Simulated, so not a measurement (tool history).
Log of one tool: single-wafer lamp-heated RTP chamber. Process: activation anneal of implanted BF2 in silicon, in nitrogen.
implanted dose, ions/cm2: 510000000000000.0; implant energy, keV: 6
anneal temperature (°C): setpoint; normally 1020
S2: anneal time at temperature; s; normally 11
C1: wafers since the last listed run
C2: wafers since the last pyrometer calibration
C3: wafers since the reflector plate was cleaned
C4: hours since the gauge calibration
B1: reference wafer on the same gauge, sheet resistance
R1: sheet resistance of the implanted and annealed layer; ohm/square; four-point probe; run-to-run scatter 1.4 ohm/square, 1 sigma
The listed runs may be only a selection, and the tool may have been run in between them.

Run 1, hour 0: usual settings but S2 13 s; C1 0; C2 2886; C3 1929; C4 1004.7; B1 301.22. Result: R1 335.23 ohm/square.
Run 2, hour 40.2: usual settings; C1 537; C2 3423; C3 2466; C4 1044.9; B1 300.78. Result: R1 339.22 ohm/square.
Run 3, hour 86.8: usual settings; C1 622; C2 4046; C3 3089; C4 1091.5; B1 301.12. Result: R1 342.68 ohm/square.
Run 4, hour 152.2: usual settings; C1 874; C2 4920; C3 3963; C4 1156.9; B1 300.76. Result: R1 341.35 ohm/square.
Run 5, hour 196.5: usual settings but S2 15 s; C1 592; C2 5513; C3 4556; C4 1201.2; B1 301.2. Result: R1 327.56 ohm/square.
Run 6, hour 240.8: usual settings but S2 15 s; C1 592; C2 6105; C3 5148; C4 1245.5; B1 301.32. Result: R1 326.42 ohm/square.
Run 7, hour 302.1: usual settings but S2 15 s; C1 819; C2 6924; C3 5967; C4 1306.8; B1 300.95. Result: R1 327.88 ohm/square.
Run 8, hour 345.6: usual settings; C1 581; C2 7506; C3 6549; C4 1350.3; B1 301.26. Result: R1 338.92 ohm/square.
Run 9, hour 403.5: usual settings; C1 774; C2 8280; C3 7323; C4 1408.2; B1 300.75. Result: R1 339.68 ohm/square.
Run 10, hour 474.5: usual settings; C1 949; C2 9229; C3 8272; C4 1479.2; B1 301.05. Result: R1 335.47 ohm/square.
At hour 520.3: pyrometer window cleaned and pyrometer calibrated.
Run 11, hour 536.6: usual settings; C1 723; C2 218; C3 8995; C4 1541.3; B1 300.78. Result: R1 339.58 ohm/square.
Run 12, hour 599.3: usual settings; C1 838; C2 1056; C3 9833; C4 1604; B1 301.22. Result: R1 337.23 ohm/square.
Run 13, hour 671.1: usual settings but anneal temperature (°C) 1046; C1 959; C2 2016; C3 10793; C4 1675.8; B1 301.51. Result: R1 303.66 ohm/square.
Run 14, hour 703.2: usual settings but anneal temperature (°C) 1038, S2 8 s; C1 429; C2 2445; C3 11222; C4 1707.9; B1 301.38. Result: R1 330.29 ohm/square.
Run 15, hour 733.5: usual settings but anneal temperature (°C) 1035, S2 7 s; C1 405; C2 2850; C3 11627; C4 1738.2; B1 301.01. Result: R1 341.1 ohm/square.
Run 16, hour 765: usual settings; C1 421; C2 3271; C3 12048; C4 1769.7; B1 301.09. Result: R1 338.29 ohm/square.
Run 17, hour 825.6: usual settings but anneal temperature (°C) 1039; C1 810; C2 4081; C3 12859; C4 1830.3; B1 301.44. Result: R1 312.61 ohm/square.
At hour 825.8: gauge calibrated.
At hour 891.3: reflector plate cleaned.
Run 18, hour 891.8: usual settings but anneal temperature (°C) 995, S2 9 s; C1 778; C2 4859; C3 6; C4 66; B1 300.67. Result: R1 406.02 ohm/square.
Run 19, hour 926.5: usual settings but anneal temperature (°C) 1041, S2 13 s; C1 463; C2 5323; C3 469; C4 100.7; B1 301.23. Result: R1 310.66 ohm/square.
Run 20, hour 997.3: usual settings but anneal temperature (°C) 993; C1 946; C2 6270; C3 1416; C4 171.5; B1 300.68. Result: R1 391.79 ohm/square.
Run 21, hour 1049: usual settings but anneal temperature (°C) 1049; C1 691; C2 6961; C3 2107; C4 223.2; B1 300.9. Result: R1 303.89 ohm/square.
Run 22, hour 1105.3: usual settings but anneal temperature (°C) 997; C1 752; C2 7714; C3 2860; C4 279.5; B1 301.07. Result: R1 378.78 ohm/square.
Run 23, hour 1169.6: usual settings but anneal temperature (°C) 1040, S2 15 s; C1 859; C2 8573; C3 3719; C4 343.8; B1 301.13. Result: R1 301.09 ohm/square.
At hour 1183: pyrometer window cleaned and pyrometer calibrated.
Run 24, hour 1227: usual settings; C1 660; C2 587; C3 4380; C4 401.2; B1 300.39. Result: R1 338.68 ohm/square.
Run 25, hour 1283.8: usual settings; C1 759; C2 1347; C3 5139; C4 458; B1 300.92. Result: R1 338.82 ohm/square.
Run 26, hour 1315: usual settings but S2 6 s; C1 417; C2 1764; C3 5556; C4 489.2; B1 301.05. Result: R1 368.16 ohm/square.
Run 27, hour 1360.8: usual settings; C1 612; C2 2376; C3 6168; C4 535; B1 300.94. Result: R1 338.28 ohm/square.
Run 28, hour 1415.1: usual settings but anneal temperature (°C) 1000, S2 17 s; C1 725; C2 3102; C3 6894; C4 589.3; B1 301.08. Result: R1 346.13 ohm/square.
Run 29, hour 1469.6: usual settings; C1 728; C2 3830; C3 7623; C4 643.8; B1 301.21. Result: R1 339.39 ohm/square.
Run 30, hour 1529.9: usual settings but anneal temperature (°C) 993, S2 16 s; C1 806; C2 4637; C3 8429; C4 704.1; B1 300.86. Result: R1 359.59 ohm/square.
Run 31, hour 1596.3: usual settings; C1 887; C2 5524; C3 9317; C4 770.5; B1 301.3. Result: R1 336.88 ohm/square.
Run 32, hour 1648.8: usual settings; C1 701; C2 6226; C3 10019; C4 823; B1 301.06. Result: R1 336.55 ohm/square.
Run 33, hour 1713.7: usual settings; C1 867; C2 7094; C3 10886; C4 887.9; B1 301.37. Result: R1 339.04 ohm/square.
Run 34, hour 1749.4: usual settings but anneal temperature (°C) 1012, S2 14 s; C1 477; C2 7571; C3 11363; C4 923.6; B1 301.17. Result: R1 339.49 ohm/square.
Run 35, hour 1806.5: usual settings but anneal temperature (°C) 1035; C1 763; C2 8334; C3 12127; C4 980.7; B1 301.23. Result: R1 319.46 ohm/square.
At hour 1826.8: pyrometer window cleaned and pyrometer calibrated.
Run 36, hour 1838.3: usual settings; C1 318; C2 154; C3 12445; C4 1012.5; B1 300.84. Result: R1 338.63 ohm/square.
At hour 1894: reflector plate cleaned.
Run 37, hour 1953.6: usual settings but S2 14 s; C1 1434; C2 1588; C3 796; C4 1127.8; B1 301.04. Result: R1 333.08 ohm/square.

What differs in the tool's unlogged condition from the final listed run ahead of each entry between runs to the first listed run following it?
After run 10, before run 11: pyrometer window cleaned and pyrometer calibrated (hour 520.3)
  wafer temperature error from the tarnished reflector plate, K: 5.98 -> 6.19
  measured value less the no-hidden-state value, R1: -7.31 -> -7.66 ohm/square
After run 17, before run 18: gauge calibrated (hour 825.8); reflector plate cleaned (hour 891.3)
  wafer temperature error from the tarnished reflector plate, K: 6.81 -> 0.182
  measured value less the no-hidden-state value, R1: -8.66 -> -0.5 ohm/square
After run 23, before run 24: pyrometer window cleaned and pyrometer calibrated (hour 1183)
  wafer temperature error from the tarnished reflector plate, K: 4.08 -> 4.58
  measured value less the no-hidden-state value, R1: -5.69 -> -5.67 ohm/square
After run 35, before run 36: pyrometer window cleaned and pyrometer calibrated (hour 1826.8)
  wafer temperature error from the tarnished reflector plate, K: 6.89 -> 6.94
  measured value less the no-hidden-state value, R1: -8.37 -> -8.54 ohm/square
After run 36, before run 37: reflector plate cleaned (hour 1894)
  wafer temperature error from the tarnished reflector plate, K: 6.94 -> 1.19
  measured value less the no-hidden-state value, R1: -8.54 -> -1.45 ohm/square
